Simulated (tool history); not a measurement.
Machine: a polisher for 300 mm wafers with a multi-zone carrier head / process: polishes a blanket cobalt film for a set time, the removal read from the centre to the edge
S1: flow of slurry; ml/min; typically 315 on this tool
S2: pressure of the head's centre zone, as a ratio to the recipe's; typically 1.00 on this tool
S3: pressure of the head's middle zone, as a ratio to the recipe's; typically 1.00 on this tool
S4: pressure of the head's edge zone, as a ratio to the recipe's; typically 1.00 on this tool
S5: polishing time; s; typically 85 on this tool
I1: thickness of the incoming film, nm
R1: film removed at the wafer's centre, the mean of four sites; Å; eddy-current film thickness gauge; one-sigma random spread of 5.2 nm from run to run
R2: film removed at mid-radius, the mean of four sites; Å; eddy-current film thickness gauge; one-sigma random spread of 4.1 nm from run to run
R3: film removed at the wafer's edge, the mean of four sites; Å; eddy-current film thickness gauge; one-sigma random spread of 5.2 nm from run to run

run,hour,S1,S2,S3,S4,S5,I1,R1,R2,R3
1,0.0,315,1.00,1.00,1.00,85,1300.3,3783,3660,3713
# hour 15.9: centre zone pressure recalibrated
2,77.7,315,1.00,1.00,1.00,85,1281.0,3726,3580,3630
# hour 101.1: carrier head's membrane replaced by a new one
3,154.9,315,1.00,1.00,1.00,85,1274.7,3713,3676,3623
# hour 178.9: slurry nozzle cleaned
4,225.9,315,1.00,1.00,1.00,85,1286.1,3752,3608,3573
5,423.5,315,1.00,1.00,0.94,85,1298.6,3659,3514,3432
# hour 444.8: worn pad replaced by a new one
6,517.4,235,1.00,1.00,0.90,85,1285.5,3674,3491,3474
7,578.8,370,1.00,1.07,1.00,85,1298.9,3807,3946,3628
8,632.4,315,1.00,0.88,0.91,85,1280.5,3713,3286,3496
# hour 654.0: centre zone pressure recalibrated
9,697.3,315,1.11,1.00,0.89,113,1279.2,5459,4907,4565
10,764.7,315,1.00,1.00,1.00,85,1252.6,3710,3605,3627
# hour 822.6: slurry nozzle cleaned
11,833.7,315,1.00,1.00,1.00,85,1294.3,3699,3630,3628
# hour 875.6: edge zone pressure recalibrated
12,975.4,315,0.95,1.06,1.04,67,1296.7,2779,2936,2861
13,1071.5,245,0.93,1.00,0.92,68,1266.1,2637,2685,2611
# hour 1103.4: worn pad replaced by a new one
14,1115.3,230,1.00,1.00,1.00,85,1272.2,3584,3502,3607
# hour 1158.0: carrier head's membrane replaced by a new one
15,1194.8,315,1.00,1.00,1.00,85,1277.6,3797,3707,3727
16,1248.9,315,1.00,1.00,1.10,85,1295.9,3786,3614,3872
# hour 1386.5: centre zone pressure recalibrated
17,1447.4,315,1.00,1.00,1.00,85,1280.8,3664,3546,3549
# hour 1535.7: slurry nozzle cleaned
18,1545.0,315,1.00,1.00,1.00,85,1263.0,3609,3575,3556
19,1637.5,315,1.00,1.00,0.92,70,1279.3,2966,2940,2843
20,1739.3,420,0.96,1.00,1.00,85,1272.2,3497,3507,3595
# hour 1771.3: worn pad replaced by a new one
21,1813.9,400,1.07,1.00,0.95,60,1276.9,2885,2590,2546
22,1884.2,315,1.00,1.00,1.00,85,1293.8,3744,3628,3685
# hour 1892.7: edge zone pressure recalibrated
23,2012.4,315,1.00,1.00,1.00,85,1282.5,3685,3658,3772

Consider 3 possible next runs. They are alternatives, not a sequence: every one starts from the tool as it was left by run 23. What does each give?
A,2012.9,315,1.00,1.00,1.00,95,1281.9,?,?,?
B,2012.9,315,1.00,1.00,1.00,72,1281.9,?,?,?
C,2012.9,315,1.00,1.11,1.06,85,1281.9,?,?,?

run,R1,R2,R3
A,4241,4037,4075
B,3214,3059,3089
C,3797,3934,3747
Stripped of hidden state, with their random variation kept, the same runs would have yielded:
run,R1,R2,R3
A,4281,4075,4115
B,3245,3089,3118
C,3834,3971,3783
